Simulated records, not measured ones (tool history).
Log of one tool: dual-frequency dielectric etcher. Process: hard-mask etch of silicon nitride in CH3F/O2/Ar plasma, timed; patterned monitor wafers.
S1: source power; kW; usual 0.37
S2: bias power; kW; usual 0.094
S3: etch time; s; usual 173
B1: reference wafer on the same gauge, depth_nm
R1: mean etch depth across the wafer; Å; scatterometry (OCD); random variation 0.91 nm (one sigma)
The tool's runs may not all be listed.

run	hour	S1	S2	S3	B1	R1
1	0	0.37	0.094	173	138	1344
2	19	0.3	0.094	173	138	1251
3	53.9	0.3	0.094	173	137.8	1266
4	105.8	0.3	0.094	173	137.7	1267
5	159.7	0.37	0.094	173	138	1353
# hour 252.3: bias power generator calibrated
6	325.4	0.37	0.094	173	137.8	1398
7	356.7	0.37	0.094	134.5	138	1081
# hour 371.9: gauge calibrated
8	396.9	0.37	0.08	173	138	1319
# hour 507.9: wet clean of the chamber
# hour 514: source power generator calibrated
9	543.8	0.29	0.094	173	138.2	1234
# hour 584.7: upper electrode replaced
10	613.1	0.43	0.094	173	138.3	1425
11	642	0.46	0.075	156.5	138.2	1252
12	703.1	0.37	0.094	173	137.9	1356
13	770.1	0.37	0.094	173	137.7	1382
14	839.5	0.4	0.083	206.5	137.7	1644
15	901.3	0.37	0.094	173	138	1400
16	936.6	0.32	0.094	173	138.6	1324
17	991.7	0.37	0.111	138	138.1	1181
# hour 1029.4: wet clean of the chamber
18	1029.9	0.4	0.085	143	138.2	1108
19	1052.9	0.32	0.114	123.5	138.5	960
20	1122.3	0.37	0.094	173	137.9	1352
21	1186.8	0.34	0.101	173	138.2	1327
22	1256.7	0.45	0.101	173	138.4	1487
23	1294.4	0.37	0.072	211	138.4	1540
24	1354.3	0.32	0.072	199.5	137.7	1404
25	1403.5	0.37	0.103	151.5	137.9	1238
26	1445	0.37	0.085	206.5	138	1598
27	1495.3	0.34	0.102	224	138.2	1789
28	1540.5	0.44	0.085	218.5	138.2	1822
29	1590.7	0.37	0.094	173	138.1	1420

5 ways to go on from here, each from the tool as it stands after run 29. What would each give?
A	1591.2	0.34	0.094	173	?	?
B	1591.2	0.37	0.113	173	?	?
C	1591.2	0.4	0.094	173	?	?
D	1591.2	0.42	0.115	173	?	?
E	1591.2	0.42	0.075	147	?	?

run	B1	R1
A	138	1357
B	138	1482
C	138	1440
D	138	1560
E	138	1166
Without the tool's hidden state the same runs would have given:
run	R1
A	1294
B	1413
C	1372
D	1487
E	1112

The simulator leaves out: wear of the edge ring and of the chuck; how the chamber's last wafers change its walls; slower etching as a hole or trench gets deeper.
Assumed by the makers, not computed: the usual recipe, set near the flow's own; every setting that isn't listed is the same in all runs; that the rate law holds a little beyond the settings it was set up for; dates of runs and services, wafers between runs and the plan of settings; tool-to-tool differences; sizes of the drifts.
